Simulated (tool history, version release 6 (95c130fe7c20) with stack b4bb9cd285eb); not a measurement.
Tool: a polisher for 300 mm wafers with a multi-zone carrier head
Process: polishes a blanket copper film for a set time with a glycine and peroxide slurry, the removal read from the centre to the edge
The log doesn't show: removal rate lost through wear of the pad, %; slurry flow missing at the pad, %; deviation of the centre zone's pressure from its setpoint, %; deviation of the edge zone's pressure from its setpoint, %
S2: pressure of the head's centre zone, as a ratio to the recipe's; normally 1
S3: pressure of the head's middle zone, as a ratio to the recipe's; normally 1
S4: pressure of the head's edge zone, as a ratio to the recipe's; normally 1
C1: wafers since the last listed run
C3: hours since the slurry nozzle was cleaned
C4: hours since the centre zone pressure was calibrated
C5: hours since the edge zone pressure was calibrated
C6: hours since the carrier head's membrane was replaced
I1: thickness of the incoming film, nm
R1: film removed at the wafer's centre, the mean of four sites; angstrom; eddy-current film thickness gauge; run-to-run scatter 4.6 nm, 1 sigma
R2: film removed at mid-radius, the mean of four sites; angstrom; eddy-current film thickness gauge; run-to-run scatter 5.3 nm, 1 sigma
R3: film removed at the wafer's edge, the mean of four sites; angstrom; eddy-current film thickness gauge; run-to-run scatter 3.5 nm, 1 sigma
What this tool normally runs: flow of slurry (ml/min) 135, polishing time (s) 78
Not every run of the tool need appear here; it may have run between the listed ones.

Run 1, hour 0: usual settings; C1 0; wafers polished on this pad 2205; C3 44.9; C4 637.7; C5 689.5; C6 742; I1 2237.3. Result: R1 4223 angstrom, R2 4334 angstrom, R3 4272 angstrom.
Run 2, hour 32: usual settings; C1 333; wafers polished on this pad 2538; C3 76.9; C4 669.7; C5 721.5; C6 774; I1 2177.5. Result: R1 4090 angstrom, R2 4285 angstrom, R3 4314 angstrom.
At hour 38: worn pad replaced by a new one.
Run 3, hour 85.8: usual settings; C1 518; wafers polished on this pad 497; C3 130.7; C4 723.5; C5 775.3; C6 827.8; I1 2211.9. Result: R1 4061 angstrom, R2 4289 angstrom, R3 4216 angstrom.
Run 4, hour 126.7: usual settings but flow of slurry (ml/min) 165; C1 425; wafers polished on this pad 923; C3 171.6; C4 764.4; C5 816.2; C6 868.7; I1 2186.5. Result: R1 4243 angstrom, R2 4396 angstrom, R3 4287 angstrom.
Run 5, hour 167.8: usual settings but flow of slurry (ml/min) 165; C1 427; wafers polished on this pad 1350; C3 212.7; C4 805.5; C5 857.3; C6 909.8; I1 2238.5. Result: R1 4222 angstrom, R2 4210 angstrom, R3 4214 angstrom.
Run 6, hour 214.3: usual settings; C1 483; wafers polished on this pad 1834; C3 259.2; C4 852; C5 903.8; C6 956.3; I1 2198.4. Result: R1 3766 angstrom, R2 3912 angstrom, R3 4019 angstrom.
Run 7, hour 267.2: usual settings; C1 550; wafers polished on this pad 2385; C3 312.1; C4 904.9; C5 956.7; C6 1009.2; I1 2244.1. Result: R1 3537 angstrom, R2 3674 angstrom, R3 3833 angstrom.
At hour 275: slurry nozzle cleaned.
At hour 300.2: worn pad replaced by a new one.
Run 8, hour 317.4: usual settings; C1 470; wafers polished on this pad 179; C3 42.4; C4 955.1; C5 1006.9; C6 1059.4; I1 2227.8. Result: R1 4210 angstrom, R2 4287 angstrom, R3 4213 angstrom.
Run 9, hour 345.7: usual settings; C1 294; wafers polished on this pad 473; C3 70.7; C4 983.4; C5 1035.2; C6 1087.7; I1 2219.5. Result: R1 4254 angstrom, R2 4240 angstrom, R3 4261 angstrom.
Run 10, hour 411.9: usual settings but S2 0.91; C1 688; wafers polished on this pad 1162; C3 136.9; C4 1049.6; C5 1101.4; C6 1153.9; I1 2237.7. Result: R1 3711 angstrom, R2 4203 angstrom, R3 4175 angstrom.
At hour 435.4: centre zone pressure recalibrated.
Run 11, hour 442.5: usual settings but flow of slurry (ml/min) 120, polishing time (s) 96; C1 297; wafers polished on this pad 1460; C3 167.5; C4 7.1; C5 1132; C6 1184.5; I1 2237.1. Result: R1 4754 angstrom, R2 4946 angstrom, R3 5024 angstrom.
At hour 501.6: carrier head's membrane replaced by a new one.
Run 12, hour 512.7: usual settings; C1 678; wafers polished on this pad 2138; C3 237.7; C4 77.3; C5 1202.2; C6 11.1; I1 2186. Result: R1 3918 angstrom, R2 4055 angstrom, R3 4122 angstrom.
Run 13, hour 546.7: usual settings but S2 0.97, S3 0.93; C1 353; wafers polished on this pad 2492; C3 271.7; C4 111.3; C5 1236.2; C6 45.1; I1 2225.7. Result: R1 3746 angstrom, R2 3712 angstrom, R3 4070 angstrom.
Run 14, hour 576.5: usual settings but flow of slurry (ml/min) 105; C1 310; wafers polished on this pad 2802; C3 301.5; C4 141.1; C5 1266; C6 74.9; I1 2229.8. Result: R1 3225 angstrom, R2 3481 angstrom, R3 3675 angstrom.
At hour 598.7: slurry nozzle cleaned.
At hour 608.1: edge zone pressure recalibrated.
At hour 612.2: worn pad replaced by a new one.
Run 15, hour 633.8: usual settings but S3 1.09, polishing time (s) 99; C1 523; wafers polished on this pad 224; C3 35.1; C4 198.4; C5 25.7; C6 132.2; I1 2260.2. Result: R1 5379 angstrom, R2 6057 angstrom, R3 5383 angstrom.
Run 16, hour 670.9: usual settings; C1 386; wafers polished on this pad 610; C3 72.2; C4 235.5; C5 62.8; C6 169.3; I1 2229.8. Result: R1 4105 angstrom, R2 4278 angstrom, R3 4243 angstrom.
Run 17, hour 764.9: usual settings; C1 978; wafers polished on this pad 1589; C3 166.2; C4 329.5; C5 156.8; C6 263.3; I1 2214.7. Result: R1 4119 angstrom, R2 4245 angstrom, R3 4191 angstrom.
Run 18, hour 819.7: usual settings; C1 570; wafers polished on this pad 2159; C3 221; C4 384.3; C5 211.6; C6 318.1; I1 2222.3. Result: R1 4020 angstrom, R2 4159 angstrom, R3 4105 angstrom.
Run 19, hour 882: usual settings but flow of slurry (ml/min) 110, S2 0.92, polishing time (s) 91; C1 648; wafers polished on this pad 2807; C3 283.3; C4 446.6; C5 273.9; C6 380.4; I1 2240.7. Result: R1 3682 angstrom, R2 4234 angstrom, R3 4413 angstrom.
At hour 897.5: slurry nozzle cleaned.
At hour 899.1: worn pad replaced by a new one.
Run 20, hour 1090.7: usual settings but flow of slurry (ml/min) 170, S3 1.1, polishing time (s) 98; C1 2144; wafers polished on this pad 1993; C3 193.2; C4 655.3; C5 482.6; C6 589.1; I1 2201.1. Result: R1 5399 angstrom, R2 5888 angstrom, R3 5320 angstrom.
Run 21, hour 1123.9: usual settings; C1 345; wafers polished on this pad 2339; C3 226.4; C4 688.5; C5 515.8; C6 622.3; I1 2224.8. Result: R1 3912 angstrom, R2 3933 angstrom, R3 4050 angstrom.
At hour 1142.3: slurry nozzle cleaned.
Run 22, hour 1172: usual settings but S3 1.1, S4 1.03, polishing time (s) 91; C1 490; wafers polished on this pad 2829; C3 29.7; C4 736.6; C5 563.9; C6 670.4; I1 2241.5. Result: R1 4924 angstrom, R2 5578 angstrom, R3 5051 angstrom.
At hour 1178.8: worn pad replaced by a new one.
Run 23, hour 1202: usual settings but S3 1.07, polishing time (s) 94; C1 270; wafers polished on this pad 241; C3 59.7; C4 766.6; C5 593.9; C6 700.4; I1 2204.5. Result: R1 5018 angstrom, R2 5495 angstrom, R3 5147 angstrom.

Take each entry between the runs: how does the hidden state at the last listed run before it differ from the hidden state at the first listed run after it?
In the gap between runs 2 and 3: worn pad replaced by a new one (hour 38)
  slurry flow missing at the pad, %: 5.92 -> 10.4
  measured less the result without the state, R1: -63 -> -117 angstrom; R2: -59 -> -110 angstrom; R3: -42 -> -75 angstrom
In the gap between runs 7 and 8: slurry nozzle cleaned (hour 275); worn pad replaced by a new one (hour 300.2)
  slurry flow missing at the pad, %: 42.8 -> 1.17
  measured less the result without the state, R1: -721 -> -12 angstrom; R2: -643 -> -11 angstrom; R3: -440 -> -8 angstrom
In the gap between runs 10 and 11: centre zone pressure recalibrated (hour 435.4)
  slurry flow missing at the pad, %: 7.99 -> 11.7
  measured less the result without the state, R1: -79 -> -179 angstrom; R2: -80 -> -162 angstrom; R3: -55 -> -114 angstrom
In the gap between runs 11 and 12: carrier head's membrane replaced by a new one (hour 501.6)
  slurry flow missing at the pad, %: 11.7 -> 23.2
  measured less the result without the state, R1: -179 -> -303 angstrom; R2: -162 -> -273 angstrom; R3: -114 -> -191 angstrom
In the gap between runs 14 and 15: slurry nozzle cleaned (hour 598.7); edge zone pressure recalibrated (hour 608.1); worn pad replaced by a new one (hour 612.2)
  slurry flow missing at the pad, %: 37.1 -> 1.23
  measured less the result without the state, R1: -669 -> -16 angstrom; R2: -610 -> -17 angstrom; R3: -405 -> -10 angstrom
In the gap between runs 19 and 20: slurry nozzle cleaned (hour 897.5); worn pad replaced by a new one (hour 899.1)
  slurry flow missing at the pad, %: 33.1 -> 21.7
  measured less the result without the state, R1: -597 -> -299 angstrom; R2: -587 -> -289 angstrom; R3: -395 -> -186 angstrom
In the gap between runs 21 and 22: slurry nozzle cleaned (hour 1142.3)
  slurry flow missing at the pad, %: 27.3 -> 1.02
  measured less the result without the state, R1: -380 -> -12 angstrom; R2: -333 -> -12 angstrom; R3: -235 -> -8 angstrom
In the gap between runs 22 and 23: worn pad replaced by a new one (hour 1178.8)
  slurry flow missing at the pad, %: 1.02 -> 2.1
  measured less the result without the state, R1: -12 -> -26 angstrom; R2: -12 -> -26 angstrom; R3: -8 -> -16 angstrom

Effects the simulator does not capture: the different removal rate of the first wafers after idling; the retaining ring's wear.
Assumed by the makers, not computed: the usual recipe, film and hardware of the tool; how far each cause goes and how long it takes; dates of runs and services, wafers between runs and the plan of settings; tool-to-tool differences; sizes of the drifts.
